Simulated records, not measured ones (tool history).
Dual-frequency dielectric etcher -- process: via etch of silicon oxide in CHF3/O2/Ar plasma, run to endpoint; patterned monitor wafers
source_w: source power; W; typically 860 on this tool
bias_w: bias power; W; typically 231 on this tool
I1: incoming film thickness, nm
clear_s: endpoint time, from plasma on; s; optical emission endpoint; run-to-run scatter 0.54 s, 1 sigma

{"run": 1, "day": 0.0, "source_w": 860, "bias_w": 231, "I1": 472.1, "clear_s": 178.9}
{"run": 2, "day": 1.454, "source_w": 860, "bias_w": 231, "I1": 468.2, "clear_s": 176.6}
{"run": 3, "day": 4.312, "source_w": 860, "bias_w": 231, "I1": 472.5, "clear_s": 177.0}
{"run": 4, "day": 6.942, "source_w": 860, "bias_w": 231, "I1": 470.8, "clear_s": 175.7}
{"run": 5, "day": 9.558, "source_w": 860, "bias_w": 231, "I1": 472.7, "clear_s": 175.0}
{"run": 6, "day": 12.008, "source_w": 860, "bias_w": 231, "I1": 477.8, "clear_s": 177.3}
{"run": 7, "day": 13.117, "source_w": 860, "bias_w": 231, "I1": 469.9, "clear_s": 173.1}
{"day": 16.142, "done": "wet clean of the chamber"}
{"day": 16.267, "done": "bias power generator calibrated"}
{"run": 8, "day": 16.288, "source_w": 860, "bias_w": 231, "I1": 475.0, "clear_s": 178.9}
{"run": 9, "day": 17.379, "source_w": 860, "bias_w": 231, "I1": 466.8, "clear_s": 174.8}
{"run": 10, "day": 19.721, "source_w": 860, "bias_w": 231, "I1": 469.6, "clear_s": 175.8}
{"run": 11, "day": 21.608, "source_w": 860, "bias_w": 231, "I1": 473.2, "clear_s": 176.0}
{"run": 12, "day": 27.1, "source_w": 860, "bias_w": 231, "I1": 474.3, "clear_s": 175.8}
{"day": 28.896, "done": "upper electrode replaced"}
{"run": 13, "day": 29.354, "source_w": 860, "bias_w": 231, "I1": 475.8, "clear_s": 175.6}
{"run": 14, "day": 31.529, "source_w": 860, "bias_w": 231, "I1": 471.6, "clear_s": 172.5}
{"day": 33.671, "done": "wet clean of the chamber"}
{"run": 15, "day": 33.996, "source_w": 860, "bias_w": 231, "I1": 470.7, "clear_s": 179.4}
{"run": 16, "day": 36.562, "source_w": 680, "bias_w": 205, "I1": 476.8, "clear_s": 195.8}
{"run": 17, "day": 38.483, "source_w": 860, "bias_w": 231, "I1": 475.2, "clear_s": 178.8}
{"run": 18, "day": 39.988, "source_w": 920, "bias_w": 201, "I1": 471.4, "clear_s": 179.8}
{"run": 19, "day": 41.996, "source_w": 800, "bias_w": 184, "I1": 473.7, "clear_s": 190.2}
{"run": 20, "day": 43.038, "source_w": 660, "bias_w": 212, "I1": 473.9, "clear_s": 191.2}
{"day": 43.308, "done": "source power generator calibrated"}
{"run": 21, "day": 44.467, "source_w": 860, "bias_w": 231, "I1": 470.5, "clear_s": 175.1}
{"run": 22, "day": 45.588, "source_w": 760, "bias_w": 185, "I1": 472.0, "clear_s": 190.3}
{"run": 23, "day": 48.146, "source_w": 730, "bias_w": 203, "I1": 469.4, "clear_s": 185.9}
{"run": 24, "day": 49.7, "source_w": 1030, "bias_w": 201, "I1": 470.8, "clear_s": 171.7}

Forecast run 25:
{"day": 51.329, "done": "wet clean of the chamber"}
{"run": 25, "day": 52.054, "source_w": 860, "bias_w": 231, "I1": 472.0, "clear_s": "?"}

Run 25 yielded clear_s 179.5 s.
The same run, on a tool lacking any hidden state, would have yielded clear_s 178.9 s.
